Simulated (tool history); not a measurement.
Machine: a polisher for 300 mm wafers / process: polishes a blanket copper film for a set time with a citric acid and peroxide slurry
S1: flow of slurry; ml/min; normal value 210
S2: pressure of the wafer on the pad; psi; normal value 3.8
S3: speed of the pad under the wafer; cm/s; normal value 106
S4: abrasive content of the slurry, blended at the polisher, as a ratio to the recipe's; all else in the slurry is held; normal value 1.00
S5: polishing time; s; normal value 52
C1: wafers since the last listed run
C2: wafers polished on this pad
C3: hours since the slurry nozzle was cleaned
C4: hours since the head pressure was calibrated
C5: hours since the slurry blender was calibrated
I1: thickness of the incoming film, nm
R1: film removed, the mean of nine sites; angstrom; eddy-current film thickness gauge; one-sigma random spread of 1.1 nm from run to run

{"run": 1, "hour": 0.0, "S1": 210, "S2": 3.8, "S3": 106, "S4": 1.0, "S5": 52, "C1": 0, "C2": 3143, "C3": 544.9, "C4": 621.0, "C5": 348.9, "I1": 531.1, "R1": 1544}
{"hour": 6.5, "done": "head pressure recalibrated"}
{"hour": 76.9, "done": "slurry nozzle cleaned"}
{"run": 2, "hour": 79.8, "S1": 210, "S2": 4.6, "S3": 106, "S4": 1.0, "S5": 52, "C1": 659, "C2": 3802, "C3": 2.9, "C4": 73.3, "C5": 428.7, "I1": 538.5, "R1": 1841}
{"run": 3, "hour": 138.0, "S1": 210, "S2": 4.6, "S3": 106, "S4": 1.0, "S5": 52, "C1": 499, "C2": 4302, "C3": 61.1, "C4": 131.5, "C5": 486.9, "I1": 535.9, "R1": 1853}
{"run": 4, "hour": 198.7, "S1": 210, "S2": 4.6, "S3": 106, "S4": 1.0, "S5": 52, "C1": 521, "C2": 4823, "C3": 121.8, "C4": 192.2, "C5": 547.6, "I1": 542.8, "R1": 1832}
{"hour": 206.9, "done": "worn pad replaced by a new one"}
{"run": 5, "hour": 264.6, "S1": 210, "S2": 3.8, "S3": 106, "S4": 1.0, "S5": 52, "C1": 531, "C2": 495, "C3": 187.7, "C4": 258.1, "C5": 613.5, "I1": 539.3, "R1": 1564}
{"run": 6, "hour": 301.2, "S1": 210, "S2": 3.8, "S3": 106, "S4": 1.0, "S5": 52, "C1": 314, "C2": 810, "C3": 224.3, "C4": 294.7, "C5": 650.1, "I1": 545.5, "R1": 1578}
{"hour": 316.7, "done": "slurry blender recalibrated"}
{"run": 7, "hour": 403.1, "S1": 210, "S2": 3.8, "S3": 106, "S4": 1.0, "S5": 52, "C1": 857, "C2": 1668, "C3": 326.2, "C4": 396.6, "C5": 86.4, "I1": 541.8, "R1": 1556}
{"run": 8, "hour": 461.5, "S1": 210, "S2": 4.3, "S3": 106, "S4": 1.0, "S5": 52, "C1": 501, "C2": 2169, "C3": 384.6, "C4": 455.0, "C5": 144.8, "I1": 549.7, "R1": 1746}
{"run": 9, "hour": 559.0, "S1": 210, "S2": 3.8, "S3": 106, "S4": 1.0, "S5": 52, "C1": 837, "C2": 3006, "C3": 482.1, "C4": 552.5, "C5": 242.3, "I1": 548.3, "R1": 1539}
{"hour": 615.6, "done": "head pressure recalibrated"}
{"hour": 691.3, "done": "slurry nozzle cleaned"}
{"run": 10, "hour": 781.8, "S1": 270, "S2": 3.0, "S3": 106, "S4": 1.0, "S5": 52, "C1": 1887, "C2": 4894, "C3": 90.5, "C4": 166.2, "C5": 465.1, "I1": 532.0, "R1": 1234}
{"hour": 801.9, "done": "worn pad replaced by a new one"}
{"run": 11, "hour": 871.5, "S1": 210, "S2": 2.5, "S3": 106, "S4": 1.0, "S5": 52, "C1": 736, "C2": 598, "C3": 180.2, "C4": 255.9, "C5": 554.8, "I1": 540.1, "R1": 1055}
{"run": 12, "hour": 968.0, "S1": 210, "S2": 3.3, "S3": 106, "S4": 1.0, "S5": 58, "C1": 828, "C2": 1426, "C3": 276.7, "C4": 352.4, "C5": 651.3, "I1": 541.5, "R1": 1534}
{"run": 13, "hour": 1008.8, "S1": 180, "S2": 2.9, "S3": 106, "S4": 1.0, "S5": 46, "C1": 350, "C2": 1777, "C3": 317.5, "C4": 393.2, "C5": 692.1, "I1": 545.5, "R1": 1032}
{"hour": 1012.3, "done": "slurry blender recalibrated"}
{"run": 14, "hour": 1111.5, "S1": 210, "S2": 3.8, "S3": 80, "S4": 1.0, "S5": 35, "C1": 864, "C2": 2641, "C3": 420.2, "C4": 495.9, "C5": 99.2, "I1": 532.9, "R1": 866}
{"run": 15, "hour": 1149.8, "S1": 210, "S2": 3.1, "S3": 80, "S4": 1.25, "S5": 52, "C1": 328, "C2": 2970, "C3": 458.5, "C4": 534.2, "C5": 137.5, "I1": 537.5, "R1": 1079}
{"run": 16, "hour": 1208.7, "S1": 275, "S2": 5.0, "S3": 106, "S4": 1.0, "S5": 68, "C1": 505, "C2": 3476, "C3": 517.4, "C4": 593.1, "C5": 196.4, "I1": 547.1, "R1": 2695}
{"hour": 1250.4, "done": "head pressure recalibrated"}
{"run": 17, "hour": 1294.9, "S1": 210, "S2": 4.1, "S3": 106, "S4": 1.1, "S5": 52, "C1": 723, "C2": 4199, "C3": 603.6, "C4": 44.5, "C5": 282.6, "I1": 537.9, "R1": 1668}
{"hour": 1384.4, "done": "slurry nozzle cleaned"}
{"run": 18, "hour": 1384.9, "S1": 210, "S2": 4.2, "S3": 106, "S4": 1.0, "S5": 52, "C1": 764, "C2": 4964, "C3": 0.5, "C4": 134.5, "C5": 372.6, "I1": 540.3, "R1": 1668}
{"hour": 1448.1, "done": "worn pad replaced by a new one"}
{"run": 19, "hour": 1455.5, "S1": 210, "S2": 3.8, "S3": 106, "S4": 1.0, "S5": 52, "C1": 571, "C2": 63, "C3": 71.1, "C4": 205.1, "C5": 443.2, "I1": 535.1, "R1": 1594}
{"run": 20, "hour": 1498.3, "S1": 210, "S2": 3.8, "S3": 106, "S4": 1.0, "S5": 52, "C1": 367, "C2": 430, "C3": 113.9, "C4": 247.9, "C5": 486.0, "I1": 539.9, "R1": 1589}
{"run": 21, "hour": 1567.3, "S1": 190, "S2": 3.2, "S3": 106, "S4": 0.75, "S5": 42, "C1": 592, "C2": 1023, "C3": 182.9, "C4": 316.9, "C5": 555.0, "I1": 545.5, "R1": 1010}
{"run": 22, "hour": 1630.2, "S1": 210, "S2": 4.7, "S3": 106, "S4": 1.15, "S5": 52, "C1": 540, "C2": 1563, "C3": 245.8, "C4": 379.8, "C5": 617.9, "I1": 547.5, "R1": 1970}
{"hour": 1685.7, "done": "slurry blender recalibrated"}
{"run": 23, "hour": 1689.0, "S1": 210, "S2": 3.8, "S3": 106, "S4": 1.2, "S5": 44, "C1": 487, "C2": 2051, "C3": 304.6, "C4": 438.6, "C5": 3.3, "I1": 544.4, "R1": 1359}
{"run": 24, "hour": 1757.2, "S1": 235, "S2": 4.8, "S3": 138, "S4": 1.3, "S5": 52, "C1": 585, "C2": 2637, "C3": 372.8, "C4": 506.8, "C5": 71.5, "I1": 548.7, "R1": 2553}
{"run": 25, "hour": 1810.3, "S1": 145, "S2": 3.2, "S3": 70, "S4": 1.0, "S5": 41, "C1": 456, "C2": 3093, "C3": 425.9, "C4": 559.9, "C5": 124.6, "I1": 530.3, "R1": 726}
{"run": 26, "hour": 1868.2, "S1": 210, "S2": 3.8, "S3": 130, "S4": 1.0, "S5": 58, "C1": 497, "C2": 3590, "C3": 483.8, "C4": 617.8, "C5": 182.5, "I1": 537.0, "R1": 2000}
{"hour": 1913.5, "done": "slurry nozzle cleaned"}
{"hour": 1914.9, "done": "head pressure recalibrated"}
{"run": 27, "hour": 1962.1, "S1": 235, "S2": 3.8, "S3": 106, "S4": 1.0, "S5": 52, "C1": 785, "C2": 4375, "C3": 48.6, "C4": 47.2, "C5": 276.4, "I1": 536.0, "R1": 1549}
{"run": 28, "hour": 2043.2, "S1": 260, "S2": 3.8, "S3": 78, "S4": 1.2, "S5": 52, "C1": 696, "C2": 5072, "C3": 129.7, "C4": 128.3, "C5": 357.5, "I1": 541.9, "R1": 1316}
{"run": 29, "hour": 2106.3, "S1": 270, "S2": 3.8, "S3": 106, "S4": 1.0, "S5": 52, "C1": 541, "C2": 5614, "C3": 192.8, "C4": 191.4, "C5": 420.6, "I1": 544.8, "R1": 1572}

Alternative continuations, all from the tool just after run 29; predict every row:
{"run": "A", "hour": 2106.7, "S1": 210, "S2": 2.8, "S3": 106, "S4": 1.0, "S5": 52, "C1": 3, "C2": 5617, "C3": 193.2, "C4": 191.8, "C5": 421.0, "I1": 538.8, "R1": "?"}
{"run": "B", "hour": 2106.7, "S1": 210, "S2": 3.8, "S3": 106, "S4": 1.3, "S5": 52, "C1": 3, "C2": 5617, "C3": 193.2, "C4": 191.8, "C5": 421.0, "I1": 538.8, "R1": "?"}
{"run": "C", "hour": 2106.7, "S1": 190, "S2": 3.8, "S3": 106, "S4": 1.1, "S5": 52, "C1": 3, "C2": 5617, "C3": 193.2, "C4": 191.8, "C5": 421.0, "I1": 538.8, "R1": "?"}
{"run": "D", "hour": 2106.7, "S1": 210, "S2": 3.8, "S3": 124, "S4": 1.0, "S5": 66, "C1": 3, "C2": 5617, "C3": 193.2, "C4": 191.8, "C5": 421.0, "I1": 538.8, "R1": "?"}
{"run": "E", "hour": 2106.7, "S1": 210, "S2": 3.8, "S3": 120, "S4": 1.0, "S5": 52, "C1": 3, "C2": 5617, "C3": 193.2, "C4": 191.8, "C5": 421.0, "I1": 538.8, "R1": "?"}

run=A R1=1132
run=B R1=1598
run=C R1=1529
run=D R1=2178
run=E R1=1674
With no hidden state in the tool, these same runs would have given:
run=A R1=1181
run=B R1=1667
run=C R1=1594
run=D R1=2272
run=E R1=1746
